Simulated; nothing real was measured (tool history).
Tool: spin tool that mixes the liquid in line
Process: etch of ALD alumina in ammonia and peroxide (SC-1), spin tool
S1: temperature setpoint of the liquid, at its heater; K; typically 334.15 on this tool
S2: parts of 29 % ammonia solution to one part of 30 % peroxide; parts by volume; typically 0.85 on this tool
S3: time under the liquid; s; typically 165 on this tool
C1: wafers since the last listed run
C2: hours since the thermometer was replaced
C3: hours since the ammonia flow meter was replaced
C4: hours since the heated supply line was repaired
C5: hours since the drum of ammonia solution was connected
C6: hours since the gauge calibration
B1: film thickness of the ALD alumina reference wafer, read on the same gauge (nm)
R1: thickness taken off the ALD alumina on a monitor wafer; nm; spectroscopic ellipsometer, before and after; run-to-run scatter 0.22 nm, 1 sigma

run 1 day=0.000 | S1=334.15 S2=0.85 S3=165 | C1=0 C2=609.3 C3=873.7 C4=123.0 C5=115.8 C6=29.8 | B1=29.98 | R1=23.81
run 2 day=1.858 | S1=334.15 S2=0.85 S3=165 | C1=366 C2=653.9 C3=918.3 C4=167.6 C5=160.4 C6=74.4 | B1=29.99 | R1=23.67
run 3 day=5.917 | S1=334.15 S2=0.85 S3=165 | C1=799 C2=751.3 C3=1015.7 C4=265.0 C5=257.8 C6=171.8 | B1=29.98 | R1=23.24
run 4 day=9.783 | S1=334.15 S2=1.00 S3=165 | C1=761 C2=844.1 C3=1108.5 C4=357.8 C5=350.6 C6=264.6 | B1=30.00 | R1=23.71
run 5 day=13.033 | S1=334.15 S2=0.55 S3=265 | C1=640 C2=922.1 C3=1186.5 C4=435.8 C5=428.6 C6=342.6 | B1=30.00 | R1=35.88
run 6 day=14.967 | S1=324.15 S2=0.60 S3=200 | C1=380 C2=968.5 C3=1232.9 C4=482.2 C5=475.0 C6=389.0 | B1=30.04 | R1=16.16
run 7 day=18.054 | S1=334.15 S2=0.85 S3=240 | C1=608 C2=1042.6 C3=1307.0 C4=556.3 C5=549.1 C6=463.1 | B1=30.00 | R1=33.60
run 8 day=21.142 | S1=336.65 S2=1.00 S3=135 | C1=608 C2=1116.7 C3=1381.1 C4=630.4 C5=623.2 C6=537.2 | B1=30.01 | R1=21.62
run 9 day=23.938 | S1=342.65 S2=0.55 S3=105 | C1=550 C2=1183.8 C3=1448.2 C4=697.5 C5=690.3 C6=604.3 | B1=29.98 | R1=21.21
-- day=24.871 new drum of ammonia solution connected
run 10 day=25.896 | S1=334.15 S2=0.85 S3=250 | C1=377 C2=1230.8 C3=1495.2 C4=744.5 C5=24.6 C6=651.3 | B1=29.94 | R1=34.44
run 11 day=29.825 | S1=334.15 S2=0.85 S3=165 | C1=774 C2=1325.1 C3=1589.5 C4=838.8 C5=118.9 C6=745.6 | B1=30.00 | R1=22.61
run 12 day=32.142 | S1=330.15 S2=1.00 S3=220 | C1=456 C2=1380.7 C3=1645.1 C4=894.4 C5=174.5 C6=801.2 | B1=30.03 | R1=24.90
-- day=32.967 thermometer replaced
run 13 day=34.008 | S1=329.65 S2=0.85 S3=165 | C1=359 C2=25.0 C3=1689.9 C4=939.2 C5=219.3 C6=846.0 | B1=30.03 | R1=18.83
run 14 day=37.342 | S1=334.15 S2=0.85 S3=105 | C1=656 C2=105.0 C3=1769.9 C4=1019.2 C5=299.3 C6=926.0 | B1=30.02 | R1=15.18
-- day=37.879 ammonia flow meter replaced
run 15 day=39.325 | S1=334.15 S2=0.85 S3=165 | C1=382 C2=152.6 C3=34.7 C4=1066.8 C5=346.9 C6=973.6 | B1=29.96 | R1=24.12
run 16 day=43.092 | S1=329.15 S2=0.85 S3=110 | C1=742 C2=243.0 C3=125.1 C4=1157.2 C5=437.3 C6=1064.0 | B1=29.99 | R1=12.12
run 17 day=45.108 | S1=334.15 S2=0.85 S3=70 | C1=397 C2=291.4 C3=173.5 C4=1205.6 C5=485.7 C6=1112.4 | B1=30.00 | R1=10.12
run 18 day=47.867 | S1=328.15 S2=0.65 S3=130 | C1=543 C2=357.6 C3=239.7 C4=1271.8 C5=551.9 C6=1178.6 | B1=29.98 | R1=13.30
run 19 day=51.112 | S1=343.15 S2=1.20 S3=75 | C1=639 C2=435.5 C3=317.6 C4=1349.7 C5=629.8 C6=1256.5 | B1=30.00 | R1=17.61
-- day=55.600 new drum of ammonia solution connected
run 20 day=55.621 | S1=334.15 S2=0.85 S3=165 | C1=880 C2=543.7 C3=425.8 C4=1457.9 C5=0.5 C6=1364.7 | B1=30.02 | R1=23.66
run 21 day=57.438 | S1=327.15 S2=1.15 S3=110 | C1=357 C2=587.3 C3=469.4 C4=1501.5 C5=44.1 C6=1408.3 | B1=30.02 | R1=11.15
run 22 day=60.204 | S1=328.65 S2=0.75 S3=210 | C1=545 C2=653.7 C3=535.8 C4=1567.9 C5=110.5 C6=1474.7 | B1=29.97 | R1=22.03
run 23 day=62.417 | S1=334.15 S2=0.65 S3=165 | C1=435 C2=706.8 C3=588.9 C4=1621.0 C5=163.6 C6=1527.8 | B1=29.95 | R1=22.96
run 24 day=65.300 | S1=326.15 S2=0.85 S3=165 | C1=568 C2=776.0 C3=658.1 C4=1690.2 C5=232.8 C6=1597.0 | B1=29.97 | R1=14.91
run 25 day=66.862 | S1=330.15 S2=1.00 S3=220 | C1=307 C2=813.5 C3=695.6 C4=1727.7 C5=270.3 C6=1634.5 | B1=30.05 | R1=25.91

Below, each run's measurement less what the same run would have read without the hidden state. Both values contain the same run-to-run variation, but the gauge's scatter may not be the same in both:
Unlogged tool condition in this case: liquid colder than its thermometer reads (K); ammonia flow above the setpoint (%); temperature lost on the way to the wafer (K); ammonia solution weaker than its label (%); gauge reads high (%).
run=1 R1=-0.82
run=2 R1=-0.89
run=3 R1=-0.99
run=4 R1=-1.14
run=5 R1=-1.89
run=6 R1=-0.95
run=7 R1=-1.98
run=8 R1=-1.35
run=9 R1=-1.34
run=10 R1=-2.41
run=11 R1=-1.70
run=12 R1=-2.02
run=13 R1=-0.09
run=14 R1=-0.13
run=15 R1=-0.27
run=16 R1=-0.20
run=17 R1=-0.18
run=18 R1=-0.31
run=19 R1=-0.44
run=20 R1=-0.78
run=21 R1=-0.41
run=22 R1=-0.88
run=23 R1=-0.96
run=24 R1=-0.72
run=25 R1=-1.27

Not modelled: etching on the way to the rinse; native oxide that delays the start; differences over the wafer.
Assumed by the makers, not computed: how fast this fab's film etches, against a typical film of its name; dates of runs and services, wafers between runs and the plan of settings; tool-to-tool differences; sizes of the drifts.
